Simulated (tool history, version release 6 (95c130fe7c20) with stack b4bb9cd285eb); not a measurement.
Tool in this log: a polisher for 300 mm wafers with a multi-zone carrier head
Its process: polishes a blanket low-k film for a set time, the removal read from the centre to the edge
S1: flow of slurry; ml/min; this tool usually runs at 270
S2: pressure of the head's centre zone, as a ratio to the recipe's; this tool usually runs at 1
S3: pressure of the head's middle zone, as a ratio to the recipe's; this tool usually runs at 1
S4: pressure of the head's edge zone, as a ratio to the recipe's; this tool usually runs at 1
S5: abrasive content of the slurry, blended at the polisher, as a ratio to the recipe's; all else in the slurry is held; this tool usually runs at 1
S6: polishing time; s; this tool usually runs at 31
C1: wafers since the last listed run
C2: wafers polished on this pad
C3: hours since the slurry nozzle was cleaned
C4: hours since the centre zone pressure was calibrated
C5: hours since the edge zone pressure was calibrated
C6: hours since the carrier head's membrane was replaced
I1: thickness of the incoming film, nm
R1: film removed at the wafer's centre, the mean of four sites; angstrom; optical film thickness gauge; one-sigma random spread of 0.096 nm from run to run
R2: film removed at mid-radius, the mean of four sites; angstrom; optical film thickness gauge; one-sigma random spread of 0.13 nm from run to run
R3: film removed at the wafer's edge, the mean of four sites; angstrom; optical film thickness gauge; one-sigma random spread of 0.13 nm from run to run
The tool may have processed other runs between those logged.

{"run": 1, "hour": 0.0, "S1": 270, "S2": 1, "S3": 1.04, "S4": 1, "S5": 1, "S6": 31, "C1": 0, "C2": 3498, "C3": 310.7, "C4": 535.7, "C5": 42.2, "C6": 805.1, "I1": 633.7, "R1": 106, "R2": 109, "R3": 110}
{"hour": 46.5, "done": "centre zone pressure recalibrated"}
{"run": 2, "hour": 47.2, "S1": 270, "S2": 1, "S3": 0.96, "S4": 1.07, "S5": 1, "S6": 31, "C1": 472, "C2": 3970, "C3": 357.9, "C4": 0.7, "C5": 89.4, "C6": 852.3, "I1": 629.7, "R1": 106, "R2": 103, "R3": 113}
{"hour": 88.5, "done": "slurry nozzle cleaned, repeated, since the last time left the tool worse"}
{"hour": 142.9, "done": "worn pad replaced by a new one"}
{"run": 3, "hour": 144.3, "S1": 270, "S2": 1, "S3": 1, "S4": 1, "S5": 1, "S6": 31, "C1": 961, "C2": 14, "C3": 55.8, "C4": 97.8, "C5": 186.5, "C6": 949.4, "I1": 628.5, "R1": 111, "R2": 113, "R3": 113}
{"run": 4, "hour": 191.6, "S1": 270, "S2": 1, "S3": 1, "S4": 1, "S5": 1, "S6": 31, "C1": 493, "C2": 508, "C3": 103.1, "C4": 145.1, "C5": 233.8, "C6": 996.7, "I1": 640.3, "R1": 114, "R2": 110, "R3": 111}
{"hour": 223.2, "done": "carrier head's membrane replaced by a new one"}
{"run": 5, "hour": 266.0, "S1": 270, "S2": 1.08, "S3": 1.05, "S4": 1.09, "S5": 0.8, "S6": 31, "C1": 724, "C2": 1233, "C3": 177.5, "C4": 219.5, "C5": 308.2, "C6": 42.8, "I1": 629.8, "R1": 109, "R2": 109, "R3": 111}
{"run": 6, "hour": 327.9, "S1": 270, "S2": 1.08, "S3": 1.05, "S4": 1.09, "S5": 0.8, "S6": 31, "C1": 646, "C2": 1880, "C3": 239.4, "C4": 281.4, "C5": 370.1, "C6": 104.7, "I1": 634.1, "R1": 111, "R2": 106, "R3": 109}
{"run": 7, "hour": 387.3, "S1": 270, "S2": 1, "S3": 1, "S4": 1, "S5": 1, "S6": 31, "C1": 620, "C2": 2500, "C3": 298.8, "C4": 340.8, "C5": 429.5, "C6": 164.1, "I1": 629.6, "R1": 113, "R2": 109, "R3": 111}
{"run": 8, "hour": 481.2, "S1": 270, "S2": 1, "S3": 1, "S4": 1, "S5": 1, "S6": 31, "C1": 980, "C2": 3480, "C3": 392.7, "C4": 434.7, "C5": 523.4, "C6": 258, "I1": 640.2, "R1": 112, "R2": 110, "R3": 113}
{"run": 9, "hour": 556.1, "S1": 270, "S2": 1, "S3": 1.03, "S4": 1, "S5": 1.25, "S6": 31, "C1": 782, "C2": 4263, "C3": 467.6, "C4": 509.6, "C5": 598.3, "C6": 332.9, "I1": 629.9, "R1": 118, "R2": 119, "R3": 119}
{"hour": 568.4, "done": "worn pad replaced by a new one"}
{"hour": 596.8, "done": "slurry nozzle cleaned"}
{"run": 10, "hour": 618.8, "S1": 270, "S2": 0.94, "S3": 1, "S4": 1, "S5": 1.2, "S6": 31, "C1": 602, "C2": 516, "C3": 22, "C4": 572.3, "C5": 661, "C6": 395.6, "I1": 624.4, "R1": 114, "R2": 117, "R3": 120}
{"hour": 660.2, "done": "centre zone pressure recalibrated"}
{"run": 11, "hour": 689.7, "S1": 270, "S2": 1, "S3": 1, "S4": 1, "S5": 1, "S6": 31, "C1": 719, "C2": 1235, "C3": 92.9, "C4": 29.5, "C5": 731.9, "C6": 466.5, "I1": 627, "R1": 111, "R2": 110, "R3": 113}
{"run": 12, "hour": 769.1, "S1": 360, "S2": 1, "S3": 1, "S4": 1, "S5": 0.75, "S6": 31, "C1": 829, "C2": 2064, "C3": 172.3, "C4": 108.9, "C5": 811.3, "C6": 545.9, "I1": 636.4, "R1": 106, "R2": 105, "R3": 106}
{"run": 13, "hour": 843.7, "S1": 235, "S2": 1, "S3": 1.07, "S4": 1.05, "S5": 1, "S6": 31, "C1": 779, "C2": 2843, "C3": 246.9, "C4": 183.5, "C5": 885.9, "C6": 620.5, "I1": 633.7, "R1": 111, "R2": 114, "R3": 114}
{"hour": 855.6, "done": "edge zone pressure recalibrated"}
{"run": 14, "hour": 924.8, "S1": 345, "S2": 1, "S3": 0.88, "S4": 1, "S5": 1.25, "S6": 31, "C1": 826, "C2": 3669, "C3": 328, "C4": 264.6, "C5": 69.2, "C6": 701.6, "I1": 624.8, "R1": 122, "R2": 107, "R3": 122}
{"hour": 995.0, "done": "slurry nozzle cleaned"}
{"run": 15, "hour": 999.1, "S1": 270, "S2": 1.05, "S3": 0.9, "S4": 0.91, "S5": 0.8, "S6": 31, "C1": 765, "C2": 4435, "C3": 4.1, "C4": 338.9, "C5": 143.5, "C6": 775.9, "I1": 627.6, "R1": 108, "R2": 98, "R3": 104}

The next listed run, before its measurement:
{"hour": 1054.5, "done": "worn pad replaced by a new one"}
{"run": 16, "hour": 1101.9, "S1": 300, "S2": 1, "S3": 1, "S4": 1.05, "S5": 1, "S6": 31, "C1": 1031, "C2": 494, "C3": 106.9, "C4": 441.7, "C5": 246.3, "C6": 878.7, "I1": 636.7, "R1": "?", "R2": "?", "R3": "?"}

Run 16 gave R1 113 angstrom, R2 113 angstrom, R3 117 angstrom.
On a tool with no hidden condition, and with the same random variation, this run would have come out at R1 114 angstrom, R2 113 angstrom, R3 117 angstrom.

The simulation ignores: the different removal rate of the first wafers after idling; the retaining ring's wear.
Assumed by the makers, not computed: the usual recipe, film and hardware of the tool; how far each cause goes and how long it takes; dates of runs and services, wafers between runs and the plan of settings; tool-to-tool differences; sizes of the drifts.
